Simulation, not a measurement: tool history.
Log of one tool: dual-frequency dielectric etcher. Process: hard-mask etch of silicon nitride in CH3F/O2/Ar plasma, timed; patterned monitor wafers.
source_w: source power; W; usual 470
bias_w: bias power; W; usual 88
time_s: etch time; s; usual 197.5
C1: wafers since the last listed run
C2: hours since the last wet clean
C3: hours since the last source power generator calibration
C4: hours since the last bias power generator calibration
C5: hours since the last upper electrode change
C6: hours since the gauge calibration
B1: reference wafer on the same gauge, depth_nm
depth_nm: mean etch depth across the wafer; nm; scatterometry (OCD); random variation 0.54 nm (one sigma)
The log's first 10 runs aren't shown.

At day 6.371: upper electrode replaced.
Run 11, day 6.392: usual settings but source_w 510 W, bias_w 101 W, time_s 222.5 s; C1 72; C2 325.0; C3 4719.5; C4 2116.6; C5 0.5; C6 107.3; B1 159.0. Result: depth_nm 203.6 nm.
Run 12, day 6.408: usual settings but source_w 400 W, bias_w 76 W, time_s 174.0 s; C1 2; C2 325.4; C3 4719.9; C4 2117.0; C5 0.9; C6 107.7; B1 158.8. Result: depth_nm 133.2 nm.
Run 13, day 7.350: usual settings but bias_w 80 W; C1 133; C2 348.0; C3 4742.5; C4 2139.6; C5 23.5; C6 130.3; B1 159.0. Result: depth_nm 161.1 nm.
Run 14, day 7.617: usual settings; C1 37; C2 354.4; C3 4748.9; C4 2146.0; C5 29.9; C6 136.7; B1 159.3. Result: depth_nm 167.2 nm.
At day 7.800: source power generator calibrated.
Run 15, day 9.038: usual settings but bias_w 105 W, time_s 149.0 s; C1 177; C2 388.5; C3 29.7; C4 2180.1; C5 64.0; C6 170.8; B1 159.0. Result: depth_nm 135.7 nm.
Run 16, day 9.625: usual settings but time_s 167.5 s; C1 83; C2 402.6; C3 43.8; C4 2194.2; C5 78.1; C6 184.9; B1 158.8. Result: depth_nm 143.1 nm.
Run 17, day 10.254: usual settings; C1 89; C2 417.7; C3 58.9; C4 2209.3; C5 93.2; C6 200.0; B1 159.0. Result: depth_nm 168.8 nm.
At day 10.442: bias power generator calibrated.
Run 18, day 10.992: usual settings but source_w 400 W, bias_w 99 W, time_s 175.5 s; C1 81; C2 435.4; C3 76.6; C4 13.2; C5 110.9; C6 217.7; B1 159.0. Result: depth_nm 149.8 nm.
At day 12.421: wet clean of the chamber.
Run 19, day 12.442: usual settings but source_w 360 W, bias_w 67 W, time_s 234.5 s; C1 63; C2 0.5; C3 111.4; C4 48.0; C5 145.7; C6 252.5; B1 158.9. Result: depth_nm 164.4 nm.
Run 20, day 12.454: usual settings but time_s 179.0 s; C1 1; C2 0.8; C3 111.7; C4 48.3; C5 146.0; C6 252.8; B1 159.1. Result: depth_nm 149.8 nm.
Run 21, day 12.471: usual settings but source_w 360 W, bias_w 78 W, time_s 156.0 s; C1 2; C2 1.2; C3 112.1; C4 48.7; C5 146.4; C6 253.2; B1 158.9. Result: depth_nm 115.6 nm.
Run 22, day 12.575: usual settings but source_w 430 W; C1 14; C2 3.7; C3 114.6; C4 51.2; C5 148.9; C6 255.7; B1 159.0. Result: depth_nm 161.1 nm.
Run 23, day 12.979: usual settings but source_w 520 W, bias_w 110 W, time_s 239.5 s; C1 57; C2 13.4; C3 124.3; C4 60.9; C5 158.6; C6 265.4; B1 159.2. Result: depth_nm 226.0 nm.
Run 24, day 13.479: usual settings but source_w 550 W, time_s 167.0 s; C1 70; C2 25.4; C3 136.3; C4 72.9; C5 170.6; C6 277.4; B1 158.7. Result: depth_nm 146.2 nm.
Run 25, day 13.825: usual settings but source_w 370 W; C1 49; C2 33.7; C3 144.6; C4 81.2; C5 178.9; C6 285.7; B1 159.2. Result: depth_nm 154.9 nm.
Run 26, day 14.212: usual settings; C1 54; C2 43.0; C3 153.9; C4 90.5; C5 188.2; C6 295.0; B1 158.8. Result: depth_nm 165.5 nm.
Run 27, day 15.538: usual settings; C1 188; C2 74.8; C3 185.7; C4 122.3; C5 220.0; C6 326.8; B1 158.9. Result: depth_nm 164.8 nm.
Run 28, day 17.412: usual settings but source_w 380 W; C1 266; C2 119.8; C3 230.7; C4 167.3; C5 265.0; C6 371.8; B1 159.0. Result: depth_nm 157.0 nm.
Run 29, day 18.138: usual settings but bias_w 68 W; C1 102; C2 137.2; C3 248.1; C4 184.7; C5 282.4; C6 389.2; B1 158.9. Result: depth_nm 149.9 nm.
Run 30, day 18.775: usual settings; C1 90; C2 152.5; C3 263.4; C4 200.0; C5 297.7; C6 404.5; B1 159.1. Result: depth_nm 166.2 nm.

Forecast each of these 4 alternatives for the next run:
Run A, day 18.796: usual settings; C1 2; C2 153.0; C3 263.9; C4 200.5; C5 298.2; C6 405.0; B1 ?. Result: depth_nm ?.
Run B, day 18.796: usual settings but source_w 430 W, bias_w 98 W; C1 2; C2 153.0; C3 263.9; C4 200.5; C5 298.2; C6 405.0; B1 ?. Result: depth_nm ?.
Run C, day 18.796: usual settings but bias_w 94 W; C1 2; C2 153.0; C3 263.9; C4 200.5; C5 298.2; C6 405.0; B1 ?. Result: depth_nm ?.
Run D, day 18.796: usual settings but bias_w 78 W, time_s 220.0 s; C1 2; C2 153.0; C3 263.9; C4 200.5; C5 298.2; C6 405.0; B1 ?. Result: depth_nm ?.

run     B1  depth_nm
  A  159.1     165.4
  B  159.1     168.4
  C  159.1     169.8
  D  159.1     175.6
Without the tool's hidden state the same runs would have given:
run  depth_nm
  A     165.0
  B     168.1
  C     169.4
  D     175.2
